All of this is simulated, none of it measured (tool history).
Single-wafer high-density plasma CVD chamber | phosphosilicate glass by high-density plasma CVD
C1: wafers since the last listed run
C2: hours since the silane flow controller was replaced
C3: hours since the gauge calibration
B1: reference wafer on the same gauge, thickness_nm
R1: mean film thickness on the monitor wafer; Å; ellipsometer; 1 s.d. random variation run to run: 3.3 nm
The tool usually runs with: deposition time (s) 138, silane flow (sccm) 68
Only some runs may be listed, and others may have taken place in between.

Run 1, hour 0.0: usual settings; C1 0; C2 3476.9; C3 132.7; B1 1154.167. Result: R1 10311.22 Å.
Run 2, hour 17.7: usual settings; C1 176; C2 3494.6; C3 150.4; B1 1152.821. Result: R1 10354.09 Å.
Run 3, hour 47.5: usual settings; C1 297; C2 3524.4; C3 180.2; B1 1152.006. Result: R1 10298.96 Å.
Run 4, hour 77.1: usual settings but deposition time (s) 150; C1 295; C2 3554.0; C3 209.8; B1 1150.145. Result: R1 11239.56 Å.
Run 5, hour 96.0: usual settings but deposition time (s) 150; C1 188; C2 3572.9; C3 228.7; B1 1149.760. Result: R1 11137.68 Å.
Run 6, hour 112.1: usual settings but deposition time (s) 150; C1 160; C2 3589.0; C3 244.8; B1 1149.056. Result: R1 11152.01 Å.
Run 7, hour 126.5: usual settings but deposition time (s) 145, silane flow (sccm) 79; C1 143; C2 3603.4; C3 259.2; B1 1148.358. Result: R1 12434.88 Å.
Run 8, hour 142.6: usual settings but deposition time (s) 145, silane flow (sccm) 79; C1 160; C2 3619.5; C3 275.3; B1 1147.607. Result: R1 12412.61 Å.
At hour 169.6: gauge calibrated.
Run 9, hour 171.0: usual settings but deposition time (s) 145, silane flow (sccm) 79; C1 283; C2 3647.9; C3 1.4; B1 1157.994. Result: R1 12458.63 Å.
Run 10, hour 184.1: usual settings; C1 130; C2 3661.0; C3 14.5; B1 1156.706. Result: R1 10323.37 Å.
Run 11, hour 219.7: usual settings but silane flow (sccm) 62; C1 355; C2 3696.6; C3 50.1; B1 1155.123. Result: R1 9498.90 Å.
At hour 247.1: silane flow controller replaced.
Run 12, hour 257.7: usual settings but deposition time (s) 162, silane flow (sccm) 58; C1 299; C2 10.6; C3 88.1; B1 1153.991. Result: R1 10471.79 Å.
Run 13, hour 276.0: usual settings but deposition time (s) 114, silane flow (sccm) 56; C1 182; C2 28.9; C3 106.4; B1 1153.212. Result: R1 7109.84 Å.
Run 14, hour 291.8: usual settings but deposition time (s) 145, silane flow (sccm) 79; C1 157; C2 44.7; C3 122.2; B1 1152.287. Result: R1 12419.30 Å.
Run 15, hour 310.5: usual settings but silane flow (sccm) 80; C1 186; C2 63.4; C3 140.9; B1 1151.866. Result: R1 11988.08 Å.

What will run 16 give?
Run 16, hour 345.8: usual settings but deposition time (s) 115; C1 352; C2 98.7; C3 176.2; B1 ?. Result: R1 ?.

For run 16 the tool returned B1 1149.032, R1 8577.29 Å.
On a tool with no hidden condition, and with the same random variation, this run would have come out at R1 8652.94 Å.
